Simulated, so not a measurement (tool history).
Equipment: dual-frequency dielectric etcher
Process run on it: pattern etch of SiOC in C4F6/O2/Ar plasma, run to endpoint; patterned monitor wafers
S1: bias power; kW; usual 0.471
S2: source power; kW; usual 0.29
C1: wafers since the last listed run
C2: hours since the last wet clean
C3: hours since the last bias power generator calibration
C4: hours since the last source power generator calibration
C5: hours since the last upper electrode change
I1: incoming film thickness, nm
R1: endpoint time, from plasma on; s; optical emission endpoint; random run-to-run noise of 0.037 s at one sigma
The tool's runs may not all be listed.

run    hour     S1    S2    C1     C2      C3      C4      C5     I1    R1
  1       0  0.471  0.29     0  321.1  2494.7  2830.1  2624.1  30.16    12
      125.5  -- wet clean of the chamber
  2     215  0.471  0.29  2103   89.5  2709.7  3045.1  2839.1  30.47  11.9
  3   334.9  0.471  0.29  1320  209.4  2829.6    3165    2959  30.09  11.9
  4   394.6  0.471  0.29   657  269.1  2889.3  3224.7  3018.7  30.38    12
      456.5  -- upper electrode replaced
  5   491.3  0.471  0.29   800  365.8    2986  3321.4    34.8  30.24    12
      505.3  -- bias power generator calibrated
      579.1  -- wet clean of the chamber
  6   579.6  0.471  0.29   664    0.5    74.3  3409.7   123.1  30.48  12.2
  7     611  0.471  0.29   345   31.9   105.7  3441.1   154.5   30.1  12.1
  8   683.5  0.471  0.29   798  104.4   178.2  3513.6     227  30.34  12.2
  9   783.2  0.471  0.29  1098  204.1   277.9  3613.3   326.7  30.44  12.2
 10   884.8  0.397  0.25  1119  305.7   379.5  3714.9   428.3  30.02    14
      953.9  -- source power generator calibrated
      964.1  -- wet clean of the chamber
 11   992.1  0.435  0.24  1026     28   486.8    38.2   535.6  30.53  13.8
 12  1087.3  0.513  0.22  1048  123.2     582   133.4   630.8  30.21  13.1
 13  1221.7  0.423  0.25  1480  257.6   716.4   267.8   765.2   30.1  13.5
 14  1308.1  0.573  0.35   951    344   802.8   354.2   851.6  30.47  10.2
       1360  -- wet clean of the chamber
 15  1412.8  0.471  0.29   888   52.8   907.5   458.9   956.3   30.4    12
 16    1513  0.572  0.33  1103    153  1007.7   559.1  1056.5  30.58  10.5

Forecast each of these 4 alternatives for the next run:
  A  1513.4  0.532  0.29   4  153.4  1008.1  559.5  1056.9  30.25   ?
  B  1513.4  0.382  0.23   4  153.4  1008.1  559.5  1056.9  30.25   ?
  C  1513.4  0.437  0.22   4  153.4  1008.1  559.5  1056.9  30.25   ?
  D  1513.4  0.559  0.35   4  153.4  1008.1  559.5  1056.9  30.25   ?

run    R1
  A  11.3
  B  14.8
  C  14.1
  D  10.1
Take away the tool's hidden state, keep each run's random variation, and the runs would have read:
run    R1
  A  11.4
  B  14.9
  C  14.3
  D  10.3
